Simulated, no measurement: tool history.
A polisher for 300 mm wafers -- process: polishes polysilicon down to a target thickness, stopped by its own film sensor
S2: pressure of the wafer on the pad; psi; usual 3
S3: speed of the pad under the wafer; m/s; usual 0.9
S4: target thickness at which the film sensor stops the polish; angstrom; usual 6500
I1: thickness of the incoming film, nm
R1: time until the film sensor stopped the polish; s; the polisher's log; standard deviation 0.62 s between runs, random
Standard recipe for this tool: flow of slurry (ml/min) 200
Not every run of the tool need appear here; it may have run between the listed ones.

{"run": 1, "hour": 0.0, "flow of slurry (ml/min)": 200, "S2": 3, "S3": 0.9, "S4": 6500, "I1": 1251.7, "R1": 83.7}
{"run": 2, "hour": 12.7, "flow of slurry (ml/min)": 200, "S2": 3, "S3": 0.9, "S4": 6500, "I1": 1267.8, "R1": 85.4}
{"run": 3, "hour": 42.9, "flow of slurry (ml/min)": 200, "S2": 3, "S3": 0.76, "S4": 6500, "I1": 1283.1, "R1": 106.2}
{"run": 4, "hour": 74.4, "flow of slurry (ml/min)": 200, "S2": 3, "S3": 0.76, "S4": 6500, "I1": 1278.2, "R1": 102.7}
{"run": 5, "hour": 89.6, "flow of slurry (ml/min)": 200, "S2": 3, "S3": 0.9, "S4": 6500, "I1": 1248.6, "R1": 84.6}
{"run": 6, "hour": 114.2, "flow of slurry (ml/min)": 200, "S2": 3, "S3": 0.9, "S4": 6500, "I1": 1259.8, "R1": 87.5}
{"run": 7, "hour": 127.2, "flow of slurry (ml/min)": 200, "S2": 3, "S3": 0.9, "S4": 6500, "I1": 1247, "R1": 86}
{"run": 8, "hour": 142.1, "flow of slurry (ml/min)": 265, "S2": 3.3, "S3": 0.66, "S4": 6500, "I1": 1253.5, "R1": 103.1}
{"run": 9, "hour": 221.0, "flow of slurry (ml/min)": 225, "S2": 3.4, "S3": 0.9, "S4": 6500, "I1": 1281.5, "R1": 70.8}
{"run": 10, "hour": 251.0, "flow of slurry (ml/min)": 200, "S2": 3, "S3": 0.9, "S4": 6500, "I1": 1268.2, "R1": 77.4}
{"run": 11, "hour": 357.5, "flow of slurry (ml/min)": 240, "S2": 3, "S3": 0.9, "S4": 8220, "I1": 1266, "R1": 55.6}
{"run": 12, "hour": 390.6, "flow of slurry (ml/min)": 200, "S2": 3, "S3": 0.9, "S4": 6500, "I1": 1267, "R1": 81.1}
{"run": 13, "hour": 424.9, "flow of slurry (ml/min)": 140, "S2": 2.6, "S3": 0.9, "S4": 5440, "I1": 1265.5, "R1": 111.5}
{"run": 14, "hour": 448.6, "flow of slurry (ml/min)": 200, "S2": 3, "S3": 0.9, "S4": 5480, "I1": 1271.8, "R1": 94.7}

Withheld: 7 entries from between the runs. Position of each, and hidden state at the listed run before versus the listed run after:
In the gap between runs 3 and 4: worn pad replaced by a new one (hour 55.9)
  removal rate lost through wear of the pad, %: 4.67 -> 2.86; deviation of the head's pressure from its setpoint, %: -8.68 -> -9.11
  the result without the hidden state subtracted from the measured one, R1: +13.6 -> +11.9 s
In the gap between runs 8 and 9: worn pad replaced by a new one (hour 155.4); head pressure recalibrated (hour 166.6)
  removal rate lost through wear of the pad, %: 5.24 -> 4.69; deviation of the head's pressure from its setpoint, %: -10 -> 0.711
  the result without the hidden state subtracted from the measured one, R1: +15.1 -> +2.9 s
In the gap between runs 9 and 10: worn pad replaced by a new one (hour 236.3)
  removal rate lost through wear of the pad, %: 4.69 -> 2.35; deviation of the head's pressure from its setpoint, %: 0.711 -> 0.3
  the result without the hidden state subtracted from the measured one, R1: +2.9 -> +1.6 s
In the gap between runs 10 and 11: slurry nozzle cleaned (hour 300.9); worn pad replaced by a new one (hour 320.4)
  removal rate lost through wear of the pad, %: 2.35 -> 4.39; deviation of the head's pressure from its setpoint, %: 0.3 -> -1.16
  the result without the hidden state subtracted from the measured one, R1: +1.6 -> +3.1 s
In the gap between runs 12 and 13: worn pad replaced by a new one (hour 420.5)
  removal rate lost through wear of the pad, %: 5.35 -> 0.903; deviation of the head's pressure from its setpoint, %: -1.62 -> -2.09
  the result without the hidden state subtracted from the measured one, R1: +5.5 -> +3.3 s

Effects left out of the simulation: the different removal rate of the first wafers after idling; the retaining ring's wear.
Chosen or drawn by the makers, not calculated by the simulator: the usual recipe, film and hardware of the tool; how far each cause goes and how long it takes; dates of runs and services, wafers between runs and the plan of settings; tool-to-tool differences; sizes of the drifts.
